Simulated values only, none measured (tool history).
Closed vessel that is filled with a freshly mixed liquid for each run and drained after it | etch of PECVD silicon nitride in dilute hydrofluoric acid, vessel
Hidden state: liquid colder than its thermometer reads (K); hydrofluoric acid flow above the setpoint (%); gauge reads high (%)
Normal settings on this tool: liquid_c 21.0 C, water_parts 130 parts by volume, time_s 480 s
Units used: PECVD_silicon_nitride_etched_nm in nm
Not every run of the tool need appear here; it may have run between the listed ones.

| run | hour | liquid_c | water_parts | time_s | wafers since the last listed run | hours since the thermometer was replaced | hours since the hydrofluoric acid flow meter was replaced | hours since the gauge calibration | read-back film thickness of the PECVD silicon nitride reference wafer, read on the same gauge (nm) | PECVD_silicon_nitride_etched_nm |
|---|---|---|---|---|---|---|---|---|---|---|
| 1 | 0.0 | 21.0 | 90 | 480 | 0 | 1233.1 | 357.0 | 480.1 | 39.98 | 18.02 |
| 2 | 13.9 | 21.0 | 90 | 480 | 1112 | 1247.0 | 370.9 | 494.0 | 39.99 | 17.82 |
| 3 | 47.1 | 21.0 | 90 | 480 | 2656 | 1280.2 | 404.1 | 527.2 | 40.02 | 17.90 |
| 4 | 82.5 | 21.0 | 130 | 480 | 2832 | 1315.6 | 439.5 | 562.6 | 39.96 | 12.39 |
| 5 | 108.6 | 21.0 | 130 | 480 | 2088 | 1341.7 | 465.6 | 588.7 | 40.00 | 12.46 |
| 6 | 133.8 | 21.0 | 165 | 395 | 2016 | 1366.9 | 490.8 | 613.9 | 40.00 | 8.05 |
| 7 | 160.9 | 21.0 | 165 | 395 | 2168 | 1394.0 | 517.9 | 641.0 | 40.00 | 8.00 |
| 8 | 187.7 | 21.0 | 165 | 395 | 2144 | 1420.8 | 544.7 | 667.8 | 39.98 | 8.06 |
|  | 194.8 | thermometer replaced |
|  | 202.1 | gauge calibrated |
| 9 | 205.7 | 21.0 | 130 | 480 | 1360 | 10.9 | 562.7 | 3.6 | 39.98 | 14.29 |
| 10 | 221.7 | 21.0 | 130 | 480 | 1280 | 26.9 | 578.7 | 19.6 | 40.01 | 14.27 |
| 11 | 254.6 | 21.0 | 130 | 480 | 2632 | 59.8 | 611.6 | 52.5 | 40.02 | 14.17 |
| 12 | 288.8 | 19.5 | 100 | 255 | 2736 | 94.0 | 645.8 | 86.7 | 40.00 | 8.83 |

Forecast run 13:
| 13 | 323.0 | 21.0 | 75 | 225 | 2736 | 128.2 | 680.0 | 120.9 | ? | ? |

{"run 13": {"read-back film thickness of the PECVD silicon nitride reference wafer, read on the same gauge (nm)": 40.0, "PECVD_silicon_nitride_etched_nm": 11.32}}
Take away the tool's hidden state, keep the run-to-run variation as it was, and the same run would have given PECVD_silicon_nitride_etched_nm 11.51 nm.

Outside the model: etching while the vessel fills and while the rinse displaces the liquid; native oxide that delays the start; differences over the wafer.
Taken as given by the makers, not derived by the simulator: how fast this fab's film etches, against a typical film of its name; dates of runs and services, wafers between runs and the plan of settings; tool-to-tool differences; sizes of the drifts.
